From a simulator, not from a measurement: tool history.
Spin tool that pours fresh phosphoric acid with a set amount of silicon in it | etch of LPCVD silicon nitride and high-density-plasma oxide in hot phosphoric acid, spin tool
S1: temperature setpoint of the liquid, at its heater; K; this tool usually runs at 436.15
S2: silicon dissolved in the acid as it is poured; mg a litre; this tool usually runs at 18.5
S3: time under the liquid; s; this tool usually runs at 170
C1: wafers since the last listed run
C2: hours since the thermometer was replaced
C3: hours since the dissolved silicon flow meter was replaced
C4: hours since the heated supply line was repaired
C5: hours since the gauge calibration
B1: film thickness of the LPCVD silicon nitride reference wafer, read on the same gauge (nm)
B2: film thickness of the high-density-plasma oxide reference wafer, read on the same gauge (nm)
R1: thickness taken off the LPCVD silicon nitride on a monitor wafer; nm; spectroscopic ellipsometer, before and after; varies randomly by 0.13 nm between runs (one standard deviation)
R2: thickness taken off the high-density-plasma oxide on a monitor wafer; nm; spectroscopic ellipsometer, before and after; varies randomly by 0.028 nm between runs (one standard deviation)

| run | hour | S1 | S2 | S3 | C1 | C2 | C3 | C4 | C5 | B1 | B2 | R1 | R2 |
|---|---|---|---|---|---|---|---|---|---|---|---|---|---|
| 1 | 0.0 | 436.15 | 24.0 | 170 | 0 | 2394.6 | 1368.6 | 473.9 | 645.3 | 140.03 | 40.032 | 17.09 | 0.246 |
| 2 | 48.3 | 436.15 | 24.0 | 170 | 278 | 2442.9 | 1416.9 | 522.2 | 693.6 | 140.00 | 40.015 | 17.18 | 0.297 |
| 3 | 92.5 | 436.15 | 30.0 | 240 | 254 | 2487.1 | 1461.1 | 566.4 | 737.8 | 139.97 | 39.989 | 24.41 | 0.297 |
| 4 | 130.6 | 436.15 | 30.0 | 240 | 219 | 2525.2 | 1499.2 | 604.5 | 775.9 | 140.04 | 40.017 | 24.20 | 0.282 |
| 5 | 191.1 | 436.15 | 18.5 | 170 | 348 | 2585.7 | 1559.7 | 665.0 | 836.4 | 140.00 | 39.989 | 17.06 | 0.365 |
| 6 | 260.2 | 436.15 | 18.5 | 170 | 398 | 2654.8 | 1628.8 | 734.1 | 905.5 | 140.00 | 40.011 | 17.08 | 0.311 |
|  | 282.9 | gauge calibrated |
| 7 | 324.9 | 436.15 | 32.0 | 95 | 372 | 2719.5 | 1693.5 | 798.8 | 42.0 | 140.02 | 40.019 | 9.73 | 0.120 |
|  | 386.6 | dissolved silicon flow meter replaced |
| 8 | 389.5 | 438.15 | 12.0 | 140 | 366 | 2784.1 | 2.9 | 863.4 | 106.6 | 140.00 | 40.008 | 15.15 | 0.389 |
| 9 | 414.1 | 437.65 | 9.5 | 135 | 141 | 2808.7 | 27.5 | 888.0 | 131.2 | 140.03 | 40.013 | 14.42 | 0.302 |
| 10 | 443.2 | 436.15 | 24.0 | 170 | 167 | 2837.8 | 56.6 | 917.1 | 160.3 | 140.02 | 40.021 | 17.22 | 0.278 |

Run 11 comes next. What will it give?
|  | 477.3 | thermometer replaced |
| 11 | 504.0 | 438.15 | 28.5 | 255 | 344 | 26.7 | 117.4 | 977.9 | 221.1 | ? | ? | ? | ? |

B1: 140.02
B2: 39.998
R1: 25.31 nm
R2: 0.360 nm
Without the tool's hidden state the same run would have given R1 25.21 nm, R2 0.357 nm.
